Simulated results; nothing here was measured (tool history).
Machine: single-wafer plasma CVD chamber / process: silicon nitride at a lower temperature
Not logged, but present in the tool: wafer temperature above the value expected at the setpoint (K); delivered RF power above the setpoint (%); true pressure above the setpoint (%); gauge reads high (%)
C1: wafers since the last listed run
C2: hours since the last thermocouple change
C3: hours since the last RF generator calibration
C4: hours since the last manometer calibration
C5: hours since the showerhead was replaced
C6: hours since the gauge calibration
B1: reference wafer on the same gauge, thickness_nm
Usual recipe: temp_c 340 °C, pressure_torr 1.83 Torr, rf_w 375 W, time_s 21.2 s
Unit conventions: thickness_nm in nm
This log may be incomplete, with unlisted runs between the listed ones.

Run 1, hour 0: usual settings; C1 0; C2 2142.5; C3 746.6; C4 2028.8; C5 4796.9; C6 130.7; B1 25.903. Result: thickness_nm 30.791 nm.
Run 2, hour 9: usual settings; C1 150; C2 2151.5; C3 755.6; C4 2037.8; C5 4805.9; C6 139.7; B1 25.897. Result: thickness_nm 30.711 nm.
Run 3, hour 19.3: usual settings; C1 172; C2 2161.8; C3 765.9; C4 2048.1; C5 4816.2; C6 150; B1 25.893. Result: thickness_nm 30.733 nm.
Run 4, hour 28.3: usual settings; C1 150; C2 2170.8; C3 774.9; C4 2057.1; C5 4825.2; C6 159; B1 25.897. Result: thickness_nm 30.783 nm.
Run 5, hour 45.4: usual settings but temp_c 346 °C; C1 286; C2 2187.9; C3 792; C4 2074.2; C5 4842.3; C6 176.1; B1 25.91. Result: thickness_nm 30.672 nm.
At hour 63.6: thermocouple changed; heater temperature recalibrated.
Run 6, hour 64.1: usual settings but temp_c 346 °C; C1 179; C2 0.5; C3 810.7; C4 2092.9; C5 4861; C6 194.8; B1 25.894. Result: thickness_nm 30.639 nm.
Run 7, hour 80: usual settings; C1 266; C2 16.4; C3 826.6; C4 2108.8; C5 4876.9; C6 210.7; B1 25.9. Result: thickness_nm 30.794 nm.
Run 8, hour 95.6: usual settings; C1 261; C2 32; C3 842.2; C4 2124.4; C5 4892.5; C6 226.3; B1 25.903. Result: thickness_nm 30.753 nm.
Run 9, hour 112.8: usual settings; C1 287; C2 49.2; C3 859.4; C4 2141.6; C5 4909.7; C6 243.5; B1 25.908. Result: thickness_nm 30.682 nm.
Run 10, hour 124.8: usual settings; C1 200; C2 61.2; C3 871.4; C4 2153.6; C5 4921.7; C6 255.5; B1 25.907. Result: thickness_nm 30.807 nm.
At hour 143.3: gauge calibrated.
At hour 145.5: RF generator calibrated.
At hour 165.4: showerhead replaced.
Run 11, hour 178.3: usual settings but temp_c 354 °C, pressure_torr 1.49 Torr, rf_w 445 W, time_s 17 s; C1 627; C2 114.7; C3 32.8; C4 2207.1; C5 12.9; C6 35; B1 25.898. Result: thickness_nm 27.432 nm.
Run 12, hour 189.6: usual settings; C1 189; C2 126; C3 44.1; C4 2218.4; C5 24.2; C6 46.3; B1 25.905. Result: thickness_nm 30.978 nm.
Run 13, hour 196.9: usual settings; C1 122; C2 133.3; C3 51.4; C4 2225.7; C5 31.5; C6 53.6; B1 25.896. Result: thickness_nm 31.02 nm.
Run 14, hour 210.4: usual settings but temp_c 332 °C, rf_w 415 W, time_s 24.7 s; C1 225; C2 146.8; C3 64.9; C4 2239.2; C5 45; C6 67.1; B1 25.908. Result: thickness_nm 39.718 nm.
Run 15, hour 221.2: usual settings but rf_w 335 W; C1 180; C2 157.6; C3 75.7; C4 2250; C5 55.8; C6 77.9; B1 25.905. Result: thickness_nm 27.713 nm.
Run 16, hour 229.1: usual settings but temp_c 347 °C, pressure_torr 1.63 Torr, rf_w 450 W, time_s 19.9 s; C1 132; C2 165.5; C3 83.6; C4 2257.9; C5 63.7; C6 85.8; B1 25.902. Result: thickness_nm 33.148 nm.
Run 17, hour 244.1: usual settings; C1 251; C2 180.5; C3 98.6; C4 2272.9; C5 78.7; C6 100.8; B1 25.91. Result: thickness_nm 31.023 nm.
Run 18, hour 259.4: usual settings; C1 256; C2 195.8; C3 113.9; C4 2288.2; C5 94; C6 116.1; B1 25.89. Result: thickness_nm 31.016 nm.
At hour 268: capacitance manometer re-zeroed and calibrated.
Run 19, hour 309.7: usual settings but rf_w 445 W; C1 707; C2 246.1; C3 164.2; C4 41.7; C5 144.3; C6 166.4; B1 25.912. Result: thickness_nm 36.084 nm.
Run 20, hour 325.6: usual settings but temp_c 333 °C, pressure_torr 1.58 Torr, rf_w 425 W, time_s 17.7 s; C1 266; C2 262; C3 180.1; C4 57.6; C5 160.2; C6 182.3; B1 25.899. Result: thickness_nm 28.048 nm.
Run 21, hour 335.6: usual settings but temp_c 347 °C, rf_w 345 W, time_s 22.8 s; C1 167; C2 272; C3 190.1; C4 67.6; C5 170.2; C6 192.3; B1 25.9. Result: thickness_nm 30.588 nm.
Run 22, hour 350.3: usual settings; C1 246; C2 286.7; C3 204.8; C4 82.3; C5 184.9; C6 207; B1 25.898. Result: thickness_nm 30.998 nm.
Run 23, hour 356.7: usual settings; C1 107; C2 293.1; C3 211.2; C4 88.7; C5 191.3; C6 213.4; B1 25.888. Result: thickness_nm 30.917 nm.
Run 24, hour 370.7: usual settings but temp_c 332 °C, pressure_torr 2.12 Torr, rf_w 405 W; C1 234; C2 307.1; C3 225.2; C4 102.7; C5 205.3; C6 227.4; B1 25.893. Result: thickness_nm 34.521 nm.
Run 25, hour 409.8: usual settings but pressure_torr 2.12 Torr; C1 654; C2 346.2; C3 264.3; C4 141.8; C5 244.4; C6 266.5; B1 25.895. Result: thickness_nm 31.976 nm.
Run 26, hour 421.1: usual settings; C1 189; C2 357.5; C3 275.6; C4 153.1; C5 255.7; C6 277.8; B1 25.895. Result: thickness_nm 30.86 nm.
Run 27, hour 432.3: usual settings but rf_w 335 W, time_s 23.1 s; C1 187; C2 368.7; C3 286.8; C4 164.3; C5 266.9; C6 289; B1 25.898. Result: thickness_nm 30.099 nm.
Run 28, hour 446.4: usual settings but time_s 22.4 s; C1 235; C2 382.8; C3 300.9; C4 178.4; C5 281; C6 303.1; B1 25.905. Result: thickness_nm 32.751 nm.
Run 29, hour 454.9: usual settings but pressure_torr 1.55 Torr; C1 142; C2 391.3; C3 309.4; C4 186.9; C5 289.5; C6 311.6; B1 25.899. Result: thickness_nm 29.879 nm.

Consider 4 possible next runs. They are alternatives, not a sequence: every one starts from the tool as it was left by run 29. What does each give?
Run A, hour 455.3: usual settings; C1 6; C2 391.7; C3 309.8; C4 187.3; C5 289.9; C6 312; B1 ?. Result: thickness_nm ?.
Run B, hour 455.3: usual settings but temp_c 334 °C, pressure_torr 1.42 Torr, rf_w 300 W; C1 6; C2 391.7; C3 309.8; C4 187.3; C5 289.9; C6 312; B1 ?. Result: thickness_nm ?.
Run C, hour 455.3: usual settings but temp_c 345 °C, pressure_torr 1.68 Torr, rf_w 350 W, time_s 22.5 s; C1 6; C2 391.7; C3 309.8; C4 187.3; C5 289.9; C6 312; B1 ?. Result: thickness_nm ?.
Run D, hour 455.3: usual settings but temp_c 331 °C, rf_w 315 W; C1 6; C2 391.7; C3 309.8; C4 187.3; C5 289.9; C6 312; B1 ?. Result: thickness_nm ?.

run     B1  thickness_nm
  A  25.89        30.917
  B  25.89        23.035
  C  25.89         30.01
  D  25.89        25.869
Without the tool's hidden state the same runs would have given:
run  thickness_nm
  A         31.05
  B        23.144
  C        30.139
  D        25.988
